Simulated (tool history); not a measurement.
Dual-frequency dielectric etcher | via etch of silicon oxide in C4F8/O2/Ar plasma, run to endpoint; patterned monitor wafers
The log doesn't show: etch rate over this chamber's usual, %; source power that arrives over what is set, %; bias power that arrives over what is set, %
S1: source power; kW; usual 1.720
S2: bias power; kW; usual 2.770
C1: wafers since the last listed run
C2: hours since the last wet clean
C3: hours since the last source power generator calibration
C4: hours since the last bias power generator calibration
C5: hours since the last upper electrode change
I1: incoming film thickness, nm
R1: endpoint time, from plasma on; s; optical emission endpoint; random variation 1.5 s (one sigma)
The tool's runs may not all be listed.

run   hour     S1     S2   C1     C2      C3      C4      C5      I1     R1
  1    0.0  1.820  2.564    0   46.3  2288.7  3445.6  5542.6  1623.8  325.5
  2   50.5  1.720  2.770  132   96.8  2339.2  3496.1  5593.1  1632.1  323.5
  3  147.7  1.720  2.770  254  194.0  2436.4  3593.3  5690.3  1593.2  311.4
  4  243.5  2.050  2.770  250  289.8  2532.2  3689.1  5786.1  1617.4  285.1
  5  286.9  2.050  2.770  113  333.2  2575.6  3732.5  5829.5  1624.8  287.5
  6  333.2  2.050  2.770  121  379.5  2621.9  3778.8  5875.8  1616.4  286.1
     368.0  -- source power generator calibrated
  7  435.8  1.420  2.770  257  482.1    67.8  3881.4  5978.4  1628.2  345.0
     479.1  -- bias power generator calibrated
     495.3  -- wet clean of the chamber
  8  495.8  1.720  2.770  104    0.5   127.8    16.7  6038.4  1593.6  309.7
  9  546.0  1.720  2.116  131   50.7   178.0    66.9  6088.6  1622.6  364.9
 10  631.4  2.030  2.976  223  136.1   263.4   152.3  6174.0  1630.7  282.5
 11  724.7  1.720  3.204  243  229.4   356.7   245.6  6267.3  1591.1  283.2
     764.8  -- upper electrode replaced
 12  811.2  1.850  2.770  163  315.9   443.2   332.1    46.4  1596.4  295.2
 13  905.7  1.720  2.770  247  410.4   537.7   426.6   140.9  1619.7  307.9
 14  980.5  1.720  2.082  195  485.2   612.5   501.4   215.7  1616.2  353.6

Measured less the same run without the tool's hidden state. The same run-to-run variation is in both; the gauge's scatter may not be:
run     R1
  1   -0.8
  2   -2.3
  3   -4.9
  4   -7.0
  5   -8.2
  6   -9.3
  7  -14.5
  8   -3.8
  9   -6.2
 10   -7.0
 11   -9.4
 12  -12.1
 13  -15.3
 14  -19.9

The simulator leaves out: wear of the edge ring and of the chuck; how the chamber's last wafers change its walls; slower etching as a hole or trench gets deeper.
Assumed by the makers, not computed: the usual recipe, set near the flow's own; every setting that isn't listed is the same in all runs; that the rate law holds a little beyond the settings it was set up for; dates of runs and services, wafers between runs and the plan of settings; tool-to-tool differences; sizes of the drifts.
